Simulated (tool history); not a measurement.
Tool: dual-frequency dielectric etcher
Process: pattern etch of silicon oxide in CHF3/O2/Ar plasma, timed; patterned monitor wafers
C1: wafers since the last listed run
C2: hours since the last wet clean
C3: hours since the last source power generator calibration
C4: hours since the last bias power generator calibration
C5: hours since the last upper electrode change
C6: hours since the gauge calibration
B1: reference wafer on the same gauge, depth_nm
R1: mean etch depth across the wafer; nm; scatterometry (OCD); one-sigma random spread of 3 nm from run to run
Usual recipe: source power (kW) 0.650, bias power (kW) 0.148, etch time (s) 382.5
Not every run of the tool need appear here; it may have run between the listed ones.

run 1 day=0.000 | source_power_(kW)=0.650 bias_power_(kW)=0.123 etch_time_(s)=425.5 | C1=0 C2=119.4 C3=2906.3 C4=1429.9 C5=1036.7 C6=1996.2 | B1=733.8 | R1=754.2
run 2 day=4.217 | source_power_(kW)=0.650 bias_power_(kW)=0.148 etch_time_(s)=382.5 | C1=354 C2=220.6 C3=3007.5 C4=1531.1 C5=1137.9 C6=2097.4 | B1=734.6 | R1=709.9
run 3 day=9.112 | source_power_(kW)=0.650 bias_power_(kW)=0.148 etch_time_(s)=382.5 | C1=412 C2=338.1 C3=3125.0 C4=1648.6 C5=1255.4 C6=2214.9 | B1=733.8 | R1=708.9
run 4 day=11.471 | source_power_(kW)=0.650 bias_power_(kW)=0.148 etch_time_(s)=382.5 | C1=198 C2=394.7 C3=3181.6 C4=1705.2 C5=1312.0 C6=2271.5 | B1=734.4 | R1=704.7
run 5 day=13.042 | source_power_(kW)=0.650 bias_power_(kW)=0.129 etch_time_(s)=382.5 | C1=132 C2=432.4 C3=3219.3 C4=1742.9 C5=1349.7 C6=2309.2 | B1=733.7 | R1=688.3
run 6 day=15.475 | source_power_(kW)=0.650 bias_power_(kW)=0.148 etch_time_(s)=382.5 | C1=204 C2=490.8 C3=3277.7 C4=1801.3 C5=1408.1 C6=2367.6 | B1=734.5 | R1=709.9
run 7 day=18.667 | source_power_(kW)=0.650 bias_power_(kW)=0.148 etch_time_(s)=382.5 | C1=268 C2=567.4 C3=3354.3 C4=1877.9 C5=1484.7 C6=2444.2 | B1=733.9 | R1=711.7
-- day=19.167 gauge calibrated
-- day=21.996 wet clean of the chamber
run 8 day=22.850 | source_power_(kW)=0.650 bias_power_(kW)=0.148 etch_time_(s)=382.5 | C1=267 C2=20.5 C3=3454.7 C4=1978.3 C5=1585.1 C6=88.4 | B1=733.8 | R1=706.2
run 9 day=25.721 | source_power_(kW)=0.650 bias_power_(kW)=0.148 etch_time_(s)=382.5 | C1=241 C2=89.4 C3=3523.6 C4=2047.2 C5=1654.0 C6=157.3 | B1=734.8 | R1=707.8
-- day=28.671 bias power generator calibrated
-- day=31.638 source power generator calibrated
-- day=36.004 upper electrode replaced
run 10 day=38.058 | source_power_(kW)=0.650 bias_power_(kW)=0.148 etch_time_(s)=382.5 | C1=926 C2=385.5 C3=154.1 C4=225.3 C5=49.3 C6=453.4 | B1=734.6 | R1=708.4
run 11 day=41.838 | source_power_(kW)=0.650 bias_power_(kW)=0.162 etch_time_(s)=382.5 | C1=318 C2=476.2 C3=244.8 C4=316.0 C5=140.0 C6=544.1 | B1=734.4 | R1=735.4
run 12 day=45.096 | source_power_(kW)=0.650 bias_power_(kW)=0.162 etch_time_(s)=382.5 | C1=274 C2=554.4 C3=323.0 C4=394.2 C5=218.2 C6=622.3 | B1=734.5 | R1=728.2
-- day=49.554 wet clean of the chamber
run 13 day=49.575 | source_power_(kW)=0.650 bias_power_(kW)=0.148 etch_time_(s)=382.5 | C1=292 C2=0.5 C3=430.5 C4=501.7 C5=325.7 C6=729.8 | B1=733.6 | R1=709.9
run 14 day=52.279 | source_power_(kW)=0.590 bias_power_(kW)=0.134 etch_time_(s)=326.5 | C1=227 C2=65.4 C3=495.4 C4=566.6 C5=390.6 C6=794.7 | B1=734.4 | R1=557.3
run 15 day=55.204 | source_power_(kW)=0.810 bias_power_(kW)=0.166 etch_time_(s)=488.5 | C1=246 C2=135.6 C3=565.6 C4=636.8 C5=460.8 C6=864.9 | B1=732.8 | R1=1050.1
run 16 day=59.696 | source_power_(kW)=0.500 bias_power_(kW)=0.148 etch_time_(s)=272.0 | C1=378 C2=243.4 C3=673.4 C4=744.6 C5=568.6 C6=972.7 | B1=733.1 | R1=428.2
run 17 day=61.362 | source_power_(kW)=0.520 bias_power_(kW)=0.131 etch_time_(s)=346.5 | C1=140 C2=283.4 C3=713.4 C4=784.6 C5=608.6 C6=1012.7 | B1=734.7 | R1=546.1
run 18 day=64.633 | source_power_(kW)=0.650 bias_power_(kW)=0.148 etch_time_(s)=382.5 | C1=275 C2=361.9 C3=791.9 C4=863.1 C5=687.1 C6=1091.2 | B1=734.4 | R1=708.7
run 19 day=67.058 | source_power_(kW)=0.650 bias_power_(kW)=0.148 etch_time_(s)=382.5 | C1=204 C2=420.1 C3=850.1 C4=921.3 C5=745.3 C6=1149.4 | B1=733.5 | R1=711.9
run 20 day=70.375 | source_power_(kW)=0.650 bias_power_(kW)=0.184 etch_time_(s)=382.5 | C1=279 C2=499.7 C3=929.7 C4=1000.9 C5=824.9 C6=1229.0 | B1=734.6 | R1=759.2
-- day=72.617 wet clean of the chamber
run 21 day=74.221 | source_power_(kW)=0.550 bias_power_(kW)=0.111 etch_time_(s)=477.5 | C1=239 C2=38.5 C3=1022.0 C4=1093.2 C5=917.2 C6=1321.3 | B1=733.6 | R1=745.4
run 22 day=77.329 | source_power_(kW)=0.650 bias_power_(kW)=0.148 etch_time_(s)=382.5 | C1=261 C2=113.1 C3=1096.6 C4=1167.8 C5=991.8 C6=1395.9 | B1=733.9 | R1=711.6
run 23 day=79.117 | source_power_(kW)=0.650 bias_power_(kW)=0.127 etch_time_(s)=382.5 | C1=150 C2=156.0 C3=1139.5 C4=1210.7 C5=1034.7 C6=1438.8 | B1=734.1 | R1=678.5
run 24 day=81.971 | source_power_(kW)=0.650 bias_power_(kW)=0.118 etch_time_(s)=382.5 | C1=240 C2=224.5 C3=1208.0 C4=1279.2 C5=1103.2 C6=1507.3 | B1=735.1 | R1=664.8
run 25 day=85.921 | source_power_(kW)=0.740 bias_power_(kW)=0.115 etch_time_(s)=335.5 | C1=332 C2=319.3 C3=1302.8 C4=1374.0 C5=1198.0 C6=1602.1 | B1=734.5 | R1=626.4
run 26 day=87.883 | source_power_(kW)=0.650 bias_power_(kW)=0.148 etch_time_(s)=382.5 | C1=165 C2=366.4 C3=1349.9 C4=1421.1 C5=1245.1 C6=1649.2 | B1=734.4 | R1=706.2
run 27 day=89.438 | source_power_(kW)=0.650 bias_power_(kW)=0.174 etch_time_(s)=320.0 | C1=130 C2=403.7 C3=1387.2 C4=1458.4 C5=1282.4 C6=1686.5 | B1=733.5 | R1=621.4
run 28 day=92.496 | source_power_(kW)=0.650 bias_power_(kW)=0.148 etch_time_(s)=273.5 | C1=257 C2=477.1 C3=1460.6 C4=1531.8 C5=1355.8 C6=1759.9 | B1=733.8 | R1=506.0
-- day=95.000 wet clean of the chamber
run 29 day=96.783 | source_power_(kW)=0.650 bias_power_(kW)=0.148 etch_time_(s)=382.5 | C1=276 C2=42.8 C3=1563.5 C4=1634.7 C5=1458.7 C6=1862.8 | B1=733.7 | R1=705.6

For each run, what was the tool's unlogged condition?
etch rate over this chamber's usual, %: 0 in every run
source power that arrives over what is set, %: 0 in every run
bias power that arrives over what is set, %: 0 in every run
gauge reads high (%): 0 in every run

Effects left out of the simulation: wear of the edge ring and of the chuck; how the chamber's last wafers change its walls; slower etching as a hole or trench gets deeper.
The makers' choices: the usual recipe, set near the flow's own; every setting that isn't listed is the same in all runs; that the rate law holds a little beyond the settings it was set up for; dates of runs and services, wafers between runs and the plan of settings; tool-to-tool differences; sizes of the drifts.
